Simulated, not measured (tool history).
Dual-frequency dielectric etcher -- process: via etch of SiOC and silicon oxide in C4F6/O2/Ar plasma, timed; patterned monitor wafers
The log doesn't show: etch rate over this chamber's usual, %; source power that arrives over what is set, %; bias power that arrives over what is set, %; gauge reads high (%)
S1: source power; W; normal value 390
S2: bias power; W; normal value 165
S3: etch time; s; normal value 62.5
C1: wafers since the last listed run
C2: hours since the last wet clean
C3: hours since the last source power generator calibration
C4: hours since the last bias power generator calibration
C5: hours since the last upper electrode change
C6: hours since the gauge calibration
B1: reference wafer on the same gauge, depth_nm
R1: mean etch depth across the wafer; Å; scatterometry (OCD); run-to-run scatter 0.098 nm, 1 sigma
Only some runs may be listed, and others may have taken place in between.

run 1 day=0 | S1=390 S2=165 S3=62.5 | C1=0 C2=269.9 C3=3500.8 C4=4726 C5=2176.4 C6=787.5 | B1=54.7 | R1=645
run 2 day=2.125 | S1=390 S2=165 S3=62.5 | C1=861 C2=320.9 C3=3551.8 C4=4777 C5=2227.4 C6=838.5 | B1=54.7 | R1=645
run 3 day=4.421 | S1=390 S2=165 S3=62.5 | C1=930 C2=376 C3=3606.9 C4=4832.1 C5=2282.5 C6=893.6 | B1=54.7 | R1=647
run 4 day=6 | S1=430 S2=165 S3=62.5 | C1=640 C2=413.9 C3=3644.8 C4=4870 C5=2320.4 C6=931.5 | B1=54.7 | R1=662
-- day=9.833 wet clean of the chamber
run 5 day=10.429 | S1=370 S2=165 S3=62.5 | C1=1389 C2=14.3 C3=3751.1 C4=4976.3 C5=2426.7 C6=1037.8 | B1=54.7 | R1=634
run 6 day=12.921 | S1=390 S2=165 S3=70 | C1=1009 C2=74.1 C3=3810.9 C4=5036.1 C5=2486.5 C6=1097.6 | B1=54.7 | R1=718
run 7 day=15.938 | S1=390 S2=165 S3=70 | C1=1222 C2=146.5 C3=3883.3 C4=5108.5 C5=2558.9 C6=1170 | B1=54.7 | R1=721
run 8 day=17.462 | S1=390 S2=165 S3=70 | C1=618 C2=183.1 C3=3919.9 C4=5145.1 C5=2595.5 C6=1206.6 | B1=54.7 | R1=719
-- day=17.808 gauge calibrated
run 9 day=21.742 | S1=340 S2=165 S3=62.5 | C1=1734 C2=285.8 C3=4022.6 C4=5247.8 C5=2698.2 C6=94.4 | B1=54.7 | R1=621
run 10 day=25.171 | S1=340 S2=165 S3=62.5 | C1=1389 C2=368.1 C3=4104.9 C4=5330.1 C5=2780.5 C6=176.7 | B1=54.7 | R1=621
-- day=26.071 bias power generator calibrated
run 11 day=27.483 | S1=390 S2=165 S3=67.5 | C1=869 C2=423.6 C3=4160.4 C4=33.9 C5=2836 C6=232.2 | B1=54.7 | R1=712
-- day=30.204 source power generator calibrated
run 12 day=30.621 | S1=390 S2=165 S3=62.5 | C1=1204 C2=498.9 C3=10 C4=109.2 C5=2911.3 C6=307.5 | B1=54.7 | R1=660
run 13 day=32.729 | S1=470 S2=135 S3=74 | C1=854 C2=549.5 C3=60.6 C4=159.8 C5=2961.9 C6=358.1 | B1=54.7 | R1=765
-- day=36.667 wet clean of the chamber
run 14 day=36.688 | S1=390 S2=147 S3=62.5 | C1=1199 C2=0.5 C3=155.6 C4=254.8 C5=3056.9 C6=453.1 | B1=54.7 | R1=625
run 15 day=39.425 | S1=390 S2=165 S3=62.5 | C1=1109 C2=66.2 C3=221.3 C4=320.5 C5=3122.6 C6=518.8 | B1=54.7 | R1=654
-- day=40.875 upper electrode replaced
run 16 day=42.979 | S1=390 S2=186 S3=44.5 | C1=1035 C2=151.5 C3=306.6 C4=405.8 C5=50.5 C6=604.1 | B1=54.7 | R1=490
run 17 day=44.992 | S1=350 S2=165 S3=62.5 | C1=815 C2=199.8 C3=354.9 C4=454.1 C5=98.8 C6=652.4 | B1=54.7 | R1=638
run 18 day=47.538 | S1=430 S2=178 S3=81 | C1=1031 C2=260.9 C3=416 C4=515.2 C5=159.9 C6=713.5 | B1=54.7 | R1=899
run 19 day=50.283 | S1=360 S2=199 S3=79.5 | C1=1112 C2=326.8 C3=481.9 C4=581.1 C5=225.8 C6=779.4 | B1=54.7 | R1=878
run 20 day=52.6 | S1=390 S2=180 S3=62.5 | C1=938 C2=382.4 C3=537.5 C4=636.7 C5=281.4 C6=835 | B1=54.7 | R1=680

Exercise: give the hidden state of the tool at every run:
source power that arrives over what is set, %: 0 in every run
gauge reads high (%): 0 in every run
H1: etch rate over this chamber's usual, %
H2: bias power that arrives over what is set, %
run=1 H1=0.358 H2=-4.95
run=2 H1=0.434 H2=-5
run=3 H1=0.516 H2=-5.06
run=4 H1=0.573 H2=-5.1
run=5 H1=0.0406 H2=-5.2
run=6 H1=0.13 H2=-5.26
run=7 H1=0.238 H2=-5.34
run=8 H1=0.293 H2=-5.37
run=9 H1=0.447 H2=-5.48
run=10 H1=0.57 H2=-5.56
run=11 H1=0.653 H2=-0.0805
run=12 H1=0.765 H2=-0.156
run=13 H1=0.841 H2=-0.207
run=14 H1=0.00847 H2=-0.302
run=15 H1=0.107 H2=-0.368
run=16 H1=0.234 H2=-0.454
run=17 H1=0.307 H2=-0.503
run=18 H1=0.398 H2=-0.564
run=19 H1=0.496 H2=-0.63
run=20 H1=0.58 H2=-0.686
